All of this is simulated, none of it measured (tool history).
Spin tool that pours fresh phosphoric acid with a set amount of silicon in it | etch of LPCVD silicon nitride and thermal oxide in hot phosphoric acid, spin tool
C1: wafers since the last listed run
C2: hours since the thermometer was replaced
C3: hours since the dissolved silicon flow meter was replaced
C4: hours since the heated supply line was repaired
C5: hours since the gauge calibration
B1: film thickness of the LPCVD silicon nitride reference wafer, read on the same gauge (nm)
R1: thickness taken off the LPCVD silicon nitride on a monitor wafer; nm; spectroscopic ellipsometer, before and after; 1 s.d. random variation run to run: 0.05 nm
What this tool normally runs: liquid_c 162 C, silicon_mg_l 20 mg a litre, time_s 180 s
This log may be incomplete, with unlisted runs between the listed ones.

Run 1, hour 0: usual settings; C1 0; C2 1894; C3 832.4; C4 1204.8; C5 32.3; B1 70.01. Result: R1 14.71 nm.
Run 2, hour 6.7: usual settings; C1 43; C2 1900.7; C3 839.1; C4 1211.5; C5 39; B1 69.97. Result: R1 14.66 nm.
Run 3, hour 22.7: usual settings but liquid_c 163 C, time_s 140 s; C1 103; C2 1916.7; C3 855.1; C4 1227.5; C5 55; B1 69.97. Result: R1 11.8 nm.
Run 4, hour 37.6: usual settings but liquid_c 163 C, time_s 140 s; C1 96; C2 1931.6; C3 870; C4 1242.4; C5 69.9; B1 70.01. Result: R1 11.84 nm.
Run 5, hour 44.4: usual settings but liquid_c 163 C, time_s 140 s; C1 44; C2 1938.4; C3 876.8; C4 1249.2; C5 76.7; B1 69.95. Result: R1 11.75 nm.
At hour 54.6: dissolved silicon flow meter replaced.
Run 6, hour 58.7: usual settings; C1 86; C2 1952.7; C3 4.1; C4 1263.5; C5 91; B1 70. Result: R1 14.61 nm.
Run 7, hour 74.1: usual settings; C1 99; C2 1968.1; C3 19.5; C4 1278.9; C5 106.4; B1 70.02. Result: R1 14.6 nm.
At hour 76.7: heated supply line repaired.
At hour 81.2: gauge calibrated.
Run 8, hour 82.5: usual settings but liquid_c 163 C, time_s 220 s; C1 47; C2 1976.5; C3 27.9; C4 5.8; C5 1.3; B1 70.04. Result: R1 17.15 nm.
Run 9, hour 97: usual settings; C1 93; C2 1991; C3 42.4; C4 20.3; C5 15.8; B1 70. Result: R1 13.64 nm.
At hour 99.4: heated supply line repaired, repeated, since the last time left the tool worse.
At hour 108: thermometer replaced.
Run 10, hour 110.3: usual settings but liquid_c 163 C, silicon_mg_l 24.5 mg a litre, time_s 85 s; C1 73; C2 2.3; C3 55.7; C4 10.9; C5 29.1; B1 70.01. Result: R1 7.82 nm.
Run 11, hour 118: usual settings but liquid_c 160.5 C, silicon_mg_l 26.5 mg a litre, time_s 245 s; C1 49; C2 10; C3 63.4; C4 18.6; C5 36.8; B1 70. Result: R1 20.7 nm.
Run 12, hour 135: usual settings but silicon_mg_l 35 mg a litre, time_s 245 s; C1 110; C2 27; C3 80.4; C4 35.6; C5 53.8; B1 69.97. Result: R1 21.71 nm.
Run 13, hour 143.3: usual settings but liquid_c 160.5 C; C1 53; C2 35.3; C3 88.7; C4 43.9; C5 62.1; B1 70. Result: R1 15.22 nm.
Run 14, hour 153: usual settings; C1 62; C2 45; C3 98.4; C4 53.6; C5 71.8; B1 70.04. Result: R1 15.94 nm.

Describe how what the log doesn't record of the tool's condition differs between the last listed run preceding each entry between runs and the first listed run following it.
Runs 5 to 6: dissolved silicon flow meter replaced (hour 54.6)
  temperature lost on the way to the wafer (K): 2.92 -> 2.95
  measured value less the no-hidden-state value, R1: -1.2 -> -1.52 nm
Runs 7 to 8: heated supply line repaired (hour 76.7); gauge calibrated (hour 81.2)
  temperature lost on the way to the wafer (K): 2.98 -> 5.17
  measured value less the no-hidden-state value, R1: -1.53 -> -3.24 nm
Runs 9 to 10: heated supply line repaired, repeated, since the last time left the tool worse (hour 99.4); thermometer replaced (hour 108)
  temperature lost on the way to the wafer (K): 5.2 -> 0.252
  measured value less the no-hidden-state value, R1: -2.61 -> -0.06 nm
